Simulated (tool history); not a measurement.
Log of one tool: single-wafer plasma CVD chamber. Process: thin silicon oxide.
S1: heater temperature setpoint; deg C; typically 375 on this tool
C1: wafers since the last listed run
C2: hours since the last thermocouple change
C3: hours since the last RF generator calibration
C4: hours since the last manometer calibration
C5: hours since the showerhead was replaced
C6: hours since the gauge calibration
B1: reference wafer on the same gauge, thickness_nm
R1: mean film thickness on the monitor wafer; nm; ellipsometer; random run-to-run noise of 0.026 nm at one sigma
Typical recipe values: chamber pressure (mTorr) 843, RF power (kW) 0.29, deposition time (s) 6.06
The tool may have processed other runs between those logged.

Run 1, day 0: usual settings; C1 0; C2 1387.7; C3 572; C4 1026.2; C5 4619.6; C6 618.7; B1 10.298. Result: R1 11.337 nm.
Run 2, day 2.229: usual settings; C1 1315; C2 1441.2; C3 625.5; C4 1079.7; C5 4673.1; C6 672.2; B1 10.299. Result: R1 11.36 nm.
Run 3, day 3.371: usual settings; C1 673; C2 1468.6; C3 652.9; C4 1107.1; C5 4700.5; C6 699.6; B1 10.297. Result: R1 11.289 nm.
Run 4, day 6.271: usual settings; C1 1711; C2 1538.2; C3 722.5; C4 1176.7; C5 4770.1; C6 769.2; B1 10.298. Result: R1 11.267 nm.
Run 5, day 7.467: usual settings; C1 705; C2 1566.9; C3 751.2; C4 1205.4; C5 4798.8; C6 797.9; B1 10.299. Result: R1 11.272 nm.
Run 6, day 8.696: usual settings but RF power (kW) 0.305; C1 725; C2 1596.4; C3 780.7; C4 1234.9; C5 4828.3; C6 827.4; B1 10.301. Result: R1 11.459 nm.
Run 7, day 9.788: usual settings but RF power (kW) 0.305; C1 644; C2 1622.6; C3 806.9; C4 1261.1; C5 4854.5; C6 853.6; B1 10.296. Result: R1 11.403 nm.
Run 8, day 10.95: usual settings; C1 685; C2 1650.5; C3 834.8; C4 1289; C5 4882.4; C6 881.5; B1 10.3. Result: R1 11.288 nm.
Run 9, day 12.388: usual settings; C1 848; C2 1685; C3 869.3; C4 1323.5; C5 4916.9; C6 916; B1 10.304. Result: R1 11.304 nm.
Run 10, day 13.725: usual settings; C1 789; C2 1717.1; C3 901.4; C4 1355.6; C5 4949; C6 948.1; B1 10.294. Result: R1 11.368 nm.
Run 11, day 16.388: usual settings but RF power (kW) 0.32; C1 1570; C2 1781; C3 965.3; C4 1419.5; C5 5012.9; C6 1012; B1 10.301. Result: R1 11.559 nm.
At day 20.004: capacitance manometer re-zeroed and calibrated.
At day 25.121: thermocouple changed; heater temperature recalibrated.
Run 12, day 25.175: usual settings but RF power (kW) 0.33; C1 4791; C2 1.3; C3 1176.2; C4 124.1; C5 5223.8; C6 1222.9; B1 10.298. Result: R1 11.707 nm.
At day 26.308: gauge calibrated.
Run 13, day 26.912: usual settings but RF power (kW) 0.33; C1 1025; C2 43; C3 1217.9; C4 165.8; C5 5265.5; C6 14.5; B1 10.299. Result: R1 11.686 nm.
Run 14, day 31.438: usual settings but RF power (kW) 0.33; C1 2669; C2 151.6; C3 1326.5; C4 274.4; C5 5374.1; C6 123.1; B1 10.301. Result: R1 11.646 nm.
At day 32.671: RF generator calibrated.
Run 15, day 33.6: usual settings but chamber pressure (mTorr) 958, RF power (kW) 0.27; C1 1079; C2 203.5; C3 22.3; C4 326.3; C5 5426; C6 175; B1 10.297. Result: R1 12.661 nm.
Run 16, day 36.079: usual settings but chamber pressure (mTorr) 675, RF power (kW) 0.24, deposition time (s) 5.24; C1 1462; C2 263; C3 81.8; C4 385.8; C5 5485.5; C6 234.5; B1 10.307. Result: R1 7.341 nm.
Run 17, day 38.004: usual settings but S1 379 deg C, chamber pressure (mTorr) 958, deposition time (s) 6.47; C1 1135; C2 309.2; C3 128; C4 432; C5 5531.7; C6 280.7; B1 10.299. Result: R1 13.713 nm.
At day 40.229: showerhead replaced.
Run 18, day 40.25: usual settings; C1 1128; C2 363.1; C3 181.9; C4 485.9; C5 0.5; C6 334.6; B1 10.303. Result: R1 11.402 nm.
Run 19, day 42.438: usual settings; C1 1290; C2 415.6; C3 234.4; C4 538.4; C5 53; C6 387.1; B1 10.295. Result: R1 11.342 nm.
Run 20, day 44.608: usual settings but chamber pressure (mTorr) 705, RF power (kW) 0.315; C1 1280; C2 467.7; C3 286.5; C4 590.5; C5 105.1; C6 439.2; B1 10.298. Result: R1 9.513 nm.
Run 21, day 46.312: usual settings but S1 367 deg C, chamber pressure (mTorr) 703; C1 1005; C2 508.6; C3 327.4; C4 631.4; C5 146; C6 480.1; B1 10.305. Result: R1 9.367 nm.
Run 22, day 47.812: usual settings but chamber pressure (mTorr) 642; C1 885; C2 544.6; C3 363.4; C4 667.4; C5 182; C6 516.1; B1 10.302. Result: R1 8.267 nm.
Run 23, day 50.379: usual settings; C1 1514; C2 606.2; C3 425; C4 729; C5 243.6; C6 577.7; B1 10.3. Result: R1 11.344 nm.
Run 24, day 52.192: usual settings but chamber pressure (mTorr) 945, RF power (kW) 0.305; C1 1069; C2 649.7; C3 468.5; C4 772.5; C5 287.1; C6 621.2; B1 10.301. Result: R1 12.785 nm.
Run 25, day 54.15: usual settings but chamber pressure (mTorr) 776, deposition time (s) 7.12; C1 1155; C2 696.7; C3 515.5; C4 819.5; C5 334.1; C6 668.2; B1 10.296. Result: R1 12.188 nm.
Run 26, day 56.154: usual settings; C1 1182; C2 744.8; C3 563.6; C4 867.6; C5 382.2; C6 716.3; B1 10.301. Result: R1 11.27 nm.
Run 27, day 57.442: usual settings but deposition time (s) 5.33; C1 759; C2 775.7; C3 594.5; C4 898.5; C5 413.1; C6 747.2; B1 10.307. Result: R1 9.972 nm.
Run 28, day 59.762: usual settings but chamber pressure (mTorr) 928, RF power (kW) 0.315, deposition time (s) 6.9; C1 1369; C2 831.4; C3 650.2; C4 954.2; C5 468.8; C6 802.9; B1 10.302. Result: R1 14.343 nm.

5 options for the next run, each taken on its own from the tool as it stands now. Forecast them:
Run A, day 59.779: usual settings but deposition time (s) 4.93; C1 9; C2 831.8; C3 650.6; C4 954.6; C5 469.2; C6 803.3; B1 ?. Result: R1 ?.
Run B, day 59.779: usual settings but S1 366 deg C; C1 9; C2 831.8; C3 650.6; C4 954.6; C5 469.2; C6 803.3; B1 ?. Result: R1 ?.
Run C, day 59.779: usual settings but S1 380 deg C; C1 9; C2 831.8; C3 650.6; C4 954.6; C5 469.2; C6 803.3; B1 ?. Result: R1 ?.
Run D, day 59.779: usual settings but S1 389 deg C, chamber pressure (mTorr) 984; C1 9; C2 831.8; C3 650.6; C4 954.6; C5 469.2; C6 803.3; B1 ?. Result: R1 ?.
Run E, day 59.779: usual settings but S1 379 deg C, chamber pressure (mTorr) 694, RF power (kW) 0.345, deposition time (s) 7.25; C1 9; C2 831.8; C3 650.6; C4 954.6; C5 469.2; C6 803.3; B1 ?. Result: R1 ?.

run    B1      R1
  A  10.3   9.209
  B  10.3  11.375
  C  10.3  11.283
  D  10.3  12.925
  E  10.3  11.348
With no hidden state in the tool, these same runs would have given:
run      R1
  A   9.394
  B  11.604
  C   11.51
  D  13.184
  E  11.562
